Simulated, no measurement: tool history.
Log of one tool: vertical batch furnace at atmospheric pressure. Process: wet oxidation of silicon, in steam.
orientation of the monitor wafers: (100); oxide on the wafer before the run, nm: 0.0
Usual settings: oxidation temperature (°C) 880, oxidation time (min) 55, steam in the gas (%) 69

| run | day | oxidation temperature (°C) | oxidation time (min) | steam in the gas (%) | wafers since the last listed run | hours since the last temperature calibration | hours since the steam generator was serviced | hours since the gauge calibration | read-back reference wafer on the same gauge, thickness | oxide thickness on the monitor wafer (nm) |
|---|---|---|---|---|---|---|---|---|---|---|
| 1 | 0.000 | 880 | 55 | 69 | 0 | 2247.8 | 481.8 | 146.3 | 82.51 | 82.55 |
| 2 | 2.396 | 880 | 55 | 69 | 791 | 2305.3 | 539.3 | 203.8 | 82.64 | 82.05 |
| 3 | 4.050 | 880 | 55 | 69 | 546 | 2345.0 | 579.0 | 243.5 | 82.58 | 82.55 |
| 4 | 5.350 | 880 | 55 | 69 | 429 | 2376.2 | 610.2 | 274.7 | 82.64 | 81.38 |
| 5 | 6.971 | 880 | 55 | 69 | 535 | 2415.1 | 649.1 | 313.6 | 82.56 | 81.48 |
| 6 | 9.517 | 880 | 55 | 69 | 841 | 2476.2 | 710.2 | 374.7 | 82.56 | 81.70 |
| 7 | 11.050 | 880 | 55 | 69 | 506 | 2513.0 | 747.0 | 411.5 | 82.53 | 81.24 |
|  | 14.054 | thermocouples replaced and temperature profile calibrated |
| 8 | 14.075 | 880 | 55 | 69 | 669 | 0.5 | 819.6 | 484.1 | 82.61 | 81.32 |
| 9 | 16.033 | 880 | 55 | 69 | 647 | 47.5 | 866.6 | 531.1 | 82.60 | 80.88 |
|  | 18.029 | gauge calibrated |
| 10 | 18.929 | 880 | 73 | 63 | 956 | 117.0 | 936.1 | 21.6 | 82.59 | 96.90 |
| 11 | 21.912 | 880 | 55 | 60 | 985 | 188.6 | 1007.7 | 93.2 | 82.62 | 70.79 |
| 12 | 24.879 | 880 | 55 | 69 | 980 | 259.8 | 1078.9 | 164.4 | 82.61 | 80.23 |
| 13 | 27.454 | 880 | 69 | 69 | 850 | 321.6 | 1140.7 | 226.2 | 82.64 | 98.75 |
|  | 30.012 | steam generator serviced |
| 14 | 30.033 | 880 | 55 | 62 | 521 | 383.5 | 0.5 | 288.1 | 82.72 | 75.01 |
| 15 | 31.508 | 880 | 55 | 69 | 487 | 418.9 | 35.9 | 323.5 | 82.66 | 82.51 |
| 16 | 33.821 | 880 | 55 | 69 | 764 | 474.4 | 91.4 | 379.0 | 82.69 | 82.41 |
| 17 | 35.404 | 904 | 55 | 62 | 523 | 512.4 | 129.4 | 417.0 | 82.60 | 108.45 |
| 18 | 37.917 | 897 | 79 | 65 | 830 | 572.7 | 189.7 | 477.3 | 82.59 | 142.69 |
| 19 | 40.083 | 892 | 47 | 58 | 715 | 624.7 | 241.7 | 529.3 | 82.50 | 73.04 |
| 20 | 42.108 | 898 | 55 | 69 | 669 | 673.3 | 290.3 | 577.9 | 82.62 | 109.85 |
|  | 42.350 | gauge calibrated |
| 21 | 43.675 | 893 | 55 | 69 | 517 | 710.9 | 327.9 | 31.8 | 82.69 | 101.79 |

Forecast each of these 3 alternatives for the next run:
| A | 43.892 | 880 | 55 | 66 | 71 | 716.1 | 333.1 | 37.0 | ? | ? |
| B | 43.892 | 859 | 55 | 69 | 71 | 716.1 | 333.1 | 37.0 | ? | ? |
| C | 43.892 | 898 | 68 | 69 | 71 | 716.1 | 333.1 | 37.0 | ? | ? |

| run | read-back reference wafer on the same gauge, thickness | oxide thickness on the monitor wafer (nm) |
|---|---|---|
| A | 82.54 | 78.75 |
| B | 82.54 | 57.34 |
| C | 82.54 | 132.94 |
Without the tool's hidden state the same runs would have given:
| run | oxide thickness on the monitor wafer (nm) |
|---|---|
| A | 79.31 |
| B | 57.76 |
| C | 133.86 |
